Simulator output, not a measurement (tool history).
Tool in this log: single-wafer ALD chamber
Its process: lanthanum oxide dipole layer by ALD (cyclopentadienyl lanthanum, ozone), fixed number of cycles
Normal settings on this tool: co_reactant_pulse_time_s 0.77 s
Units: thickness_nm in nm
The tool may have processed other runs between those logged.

run,day,co_reactant_pulse_time_s,wafers since the last listed run,hours since the last thermocouple change,hours since the last ozone generator service,hours since the showerhead was replaced,hours since the gauge calibration,"read-back reference wafer on the same gauge, thickness_nm",thickness_nm
1,0.000,0.77,0,418.6,833.1,5877.0,189.5,0.537,0.444
2,2.329,0.77,1174,474.5,889.0,5932.9,245.4,0.537,0.444
3,4.783,0.83,1237,533.4,947.9,5991.8,304.3,0.537,0.462
4,6.346,0.77,788,570.9,985.4,6029.3,341.8,0.537,0.444
5,9.117,0.77,1397,637.4,1051.9,6095.8,408.3,0.537,0.445
6,11.488,0.77,1195,694.3,1108.8,6152.7,465.2,0.537,0.442
7,12.896,0.77,710,728.1,1142.6,6186.5,499.0,0.538,0.440
8,14.617,0.77,868,769.4,1183.9,6227.8,540.3,0.537,0.444
9,15.858,0.77,626,799.2,1213.7,6257.6,570.1,0.537,0.441
# day 18.212: ozone generator serviced
10,23.071,0.77,3470,972.3,116.6,6430.7,743.2,0.537,0.452
11,25.942,0.77,1448,1041.2,185.5,6499.6,812.1,0.537,0.454
12,28.325,0.60,1202,1098.4,242.7,6556.8,869.3,0.537,0.381
13,29.746,1.00,716,1132.5,276.8,6590.9,903.4,0.537,0.508
# day 31.954: showerhead replaced
14,32.554,0.63,1248,1199.9,344.2,14.4,970.8,0.537,0.395
15,33.862,0.77,659,1231.3,375.6,45.8,1002.2,0.536,0.447
# day 34.338: gauge calibrated
# day 35.538: thermocouple changed; heater temperature recalibrated
16,35.775,1.04,796,5.7,421.5,91.7,34.5,0.537,0.512
17,37.467,0.77,853,46.3,462.1,132.3,75.1,0.536,0.445
18,38.733,0.77,638,76.7,492.5,162.7,105.5,0.537,0.446
19,41.675,1.03,1483,147.3,563.1,233.3,176.1,0.537,0.509
20,44.258,0.77,1303,209.3,625.1,295.3,238.1,0.537,0.445
21,46.204,0.99,981,256.0,671.8,342.0,284.8,0.536,0.503
22,47.488,0.92,647,286.8,702.6,372.8,315.6,0.537,0.487

Alternative continuations, all from the tool just after run 22; predict every row:
A,47.504,0.77,8,287.2,703.0,373.2,316.0,?,?
B,47.504,0.53,8,287.2,703.0,373.2,316.0,?,?
C,47.504,0.61,8,287.2,703.0,373.2,316.0,?,?
D,47.504,1.01,8,287.2,703.0,373.2,316.0,?,?
E,47.504,1.05,8,287.2,703.0,373.2,316.0,?,?

run,"read-back reference wafer on the same gauge, thickness_nm",thickness_nm
A,0.537,0.448
B,0.537,0.339
C,0.537,0.383
D,0.537,0.510
E,0.537,0.517
Had the tool no hidden state, the same runs would have come out as:
run,thickness_nm
A,0.463
B,0.355
C,0.399
D,0.521
E,0.528
